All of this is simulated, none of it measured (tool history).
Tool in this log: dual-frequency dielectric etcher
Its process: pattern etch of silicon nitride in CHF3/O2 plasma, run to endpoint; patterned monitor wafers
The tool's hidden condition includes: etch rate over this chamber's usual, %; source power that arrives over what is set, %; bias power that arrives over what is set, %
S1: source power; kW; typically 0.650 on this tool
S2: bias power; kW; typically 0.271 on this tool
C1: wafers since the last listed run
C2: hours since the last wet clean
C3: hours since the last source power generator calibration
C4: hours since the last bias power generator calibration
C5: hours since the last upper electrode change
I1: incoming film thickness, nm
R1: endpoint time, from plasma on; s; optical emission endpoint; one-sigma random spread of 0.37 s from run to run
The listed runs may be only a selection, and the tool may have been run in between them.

{"run": 1, "day": 0.0, "S1": 0.65, "S2": 0.317, "C1": 0, "C2": 71.8, "C3": 1495.8, "C4": 1660.1, "C5": 2207.4, "I1": 74.8, "R1": 39.5}
{"run": 2, "day": 0.621, "S1": 0.54, "S2": 0.218, "C1": 260, "C2": 86.7, "C3": 1510.7, "C4": 1675.0, "C5": 2222.3, "I1": 73.6, "R1": 49.6}
{"run": 3, "day": 4.808, "S1": 0.54, "S2": 0.218, "C1": 1758, "C2": 187.2, "C3": 1611.2, "C4": 1775.5, "C5": 2322.8, "I1": 74.8, "R1": 51.0}
{"run": 4, "day": 5.696, "S1": 0.65, "S2": 0.271, "C1": 372, "C2": 208.5, "C3": 1632.5, "C4": 1796.8, "C5": 2344.1, "I1": 74.1, "R1": 42.9}
{"run": 5, "day": 6.388, "S1": 0.65, "S2": 0.271, "C1": 290, "C2": 225.1, "C3": 1649.1, "C4": 1813.4, "C5": 2360.7, "I1": 74.4, "R1": 43.2}
{"run": 6, "day": 7.204, "S1": 0.65, "S2": 0.271, "C1": 342, "C2": 244.7, "C3": 1668.7, "C4": 1833.0, "C5": 2380.3, "I1": 74.4, "R1": 43.6}
{"run": 7, "day": 8.567, "S1": 0.65, "S2": 0.271, "C1": 572, "C2": 277.4, "C3": 1701.4, "C4": 1865.7, "C5": 2413.0, "I1": 73.6, "R1": 43.1}
{"run": 8, "day": 9.308, "S1": 0.65, "S2": 0.271, "C1": 311, "C2": 295.2, "C3": 1719.2, "C4": 1883.5, "C5": 2430.8, "I1": 74.7, "R1": 44.8}
{"day": 10.396, "done": "wet clean of the chamber"}
{"run": 9, "day": 10.417, "S1": 0.65, "S2": 0.271, "C1": 45, "C2": 0.5, "C3": 1745.8, "C4": 1910.1, "C5": 2457.4, "I1": 73.9, "R1": 41.9}
{"day": 10.683, "done": "bias power generator calibrated"}
{"day": 11.558, "done": "upper electrode replaced"}
{"run": 10, "day": 13.029, "S1": 0.65, "S2": 0.271, "C1": 659, "C2": 63.2, "C3": 1808.5, "C4": 56.3, "C5": 35.3, "I1": 75.0, "R1": 42.4}
{"run": 11, "day": 13.692, "S1": 0.65, "S2": 0.271, "C1": 278, "C2": 79.1, "C3": 1824.4, "C4": 72.2, "C5": 51.2, "I1": 74.2, "R1": 42.8}
{"run": 12, "day": 14.825, "S1": 0.65, "S2": 0.271, "C1": 475, "C2": 106.3, "C3": 1851.6, "C4": 99.4, "C5": 78.4, "I1": 74.1, "R1": 42.7}
{"run": 13, "day": 16.042, "S1": 0.65, "S2": 0.232, "C1": 510, "C2": 135.5, "C3": 1880.8, "C4": 128.6, "C5": 107.6, "I1": 74.1, "R1": 47.0}
{"day": 16.721, "done": "source power generator calibrated"}
{"run": 14, "day": 16.742, "S1": 0.51, "S2": 0.271, "C1": 223, "C2": 152.3, "C3": 0.5, "C4": 145.4, "C5": 124.4, "I1": 74.2, "R1": 47.3}
{"run": 15, "day": 17.5, "S1": 0.65, "S2": 0.232, "C1": 318, "C2": 170.5, "C3": 18.7, "C4": 163.6, "C5": 142.6, "I1": 74.3, "R1": 46.4}
{"run": 16, "day": 18.012, "S1": 0.65, "S2": 0.271, "C1": 215, "C2": 182.8, "C3": 31.0, "C4": 175.9, "C5": 154.9, "I1": 74.1, "R1": 43.7}
{"run": 17, "day": 18.512, "S1": 0.76, "S2": 0.318, "C1": 209, "C2": 194.8, "C3": 43.0, "C4": 187.9, "C5": 166.9, "I1": 73.6, "R1": 38.1}
{"run": 18, "day": 20.55, "S1": 0.73, "S2": 0.33, "C1": 855, "C2": 243.7, "C3": 91.9, "C4": 236.8, "C5": 215.8, "I1": 74.3, "R1": 38.8}
{"run": 19, "day": 21.75, "S1": 0.72, "S2": 0.271, "C1": 503, "C2": 272.5, "C3": 120.7, "C4": 265.6, "C5": 244.6, "I1": 74.8, "R1": 42.8}
{"run": 20, "day": 22.346, "S1": 0.74, "S2": 0.271, "C1": 250, "C2": 286.8, "C3": 135.0, "C4": 279.9, "C5": 258.9, "I1": 75.1, "R1": 42.6}
{"day": 23.612, "done": "wet clean of the chamber"}
{"run": 21, "day": 23.633, "S1": 0.65, "S2": 0.271, "C1": 120, "C2": 0.5, "C3": 165.9, "C4": 310.8, "C5": 289.8, "I1": 73.4, "R1": 42.1}
{"run": 22, "day": 24.408, "S1": 0.7, "S2": 0.207, "C1": 325, "C2": 19.1, "C3": 184.5, "C4": 329.4, "C5": 308.4, "I1": 74.2, "R1": 46.1}
{"run": 23, "day": 25.4, "S1": 0.78, "S2": 0.21, "C1": 416, "C2": 42.9, "C3": 208.3, "C4": 353.2, "C5": 332.2, "I1": 74.6, "R1": 44.1}
{"run": 24, "day": 26.642, "S1": 0.53, "S2": 0.271, "C1": 521, "C2": 72.7, "C3": 238.1, "C4": 383.0, "C5": 362.0, "I1": 74.5, "R1": 46.2}
{"run": 25, "day": 27.933, "S1": 0.59, "S2": 0.247, "C1": 542, "C2": 103.7, "C3": 269.1, "C4": 414.0, "C5": 393.0, "I1": 75.3, "R1": 46.3}
{"run": 26, "day": 29.075, "S1": 0.5, "S2": 0.207, "C1": 479, "C2": 131.1, "C3": 296.5, "C4": 441.4, "C5": 420.4, "I1": 73.9, "R1": 52.4}
{"run": 27, "day": 29.762, "S1": 0.65, "S2": 0.271, "C1": 288, "C2": 147.6, "C3": 313.0, "C4": 457.9, "C5": 436.9, "I1": 74.8, "R1": 43.6}

What if the next run were any one of these 4? Each begins from the tool's condition after run 27:
{"run": "A", "day": 29.779, "S1": 0.56, "S2": 0.271, "C1": 6, "C2": 148.0, "C3": 313.4, "C4": 458.3, "C5": 437.3, "I1": 74.2, "R1": "?"}
{"run": "B", "day": 29.779, "S1": 0.76, "S2": 0.243, "C1": 6, "C2": 148.0, "C3": 313.4, "C4": 458.3, "C5": 437.3, "I1": 74.2, "R1": "?"}
{"run": "C", "day": 29.779, "S1": 0.54, "S2": 0.214, "C1": 6, "C2": 148.0, "C3": 313.4, "C4": 458.3, "C5": 437.3, "I1": 74.2, "R1": "?"}
{"run": "D", "day": 29.779, "S1": 0.71, "S2": 0.3, "C1": 6, "C2": 148.0, "C3": 313.4, "C4": 458.3, "C5": 437.3, "I1": 74.2, "R1": "?"}

run=A R1=45.5
run=B R1=42.7
run=C R1=51.3
run=D R1=39.9
Take away the tool's hidden state, keep each run's random variation, and the runs would have read:
run=A R1=44.7
run=B R1=42.0
run=C R1=50.4
run=D R1=39.2

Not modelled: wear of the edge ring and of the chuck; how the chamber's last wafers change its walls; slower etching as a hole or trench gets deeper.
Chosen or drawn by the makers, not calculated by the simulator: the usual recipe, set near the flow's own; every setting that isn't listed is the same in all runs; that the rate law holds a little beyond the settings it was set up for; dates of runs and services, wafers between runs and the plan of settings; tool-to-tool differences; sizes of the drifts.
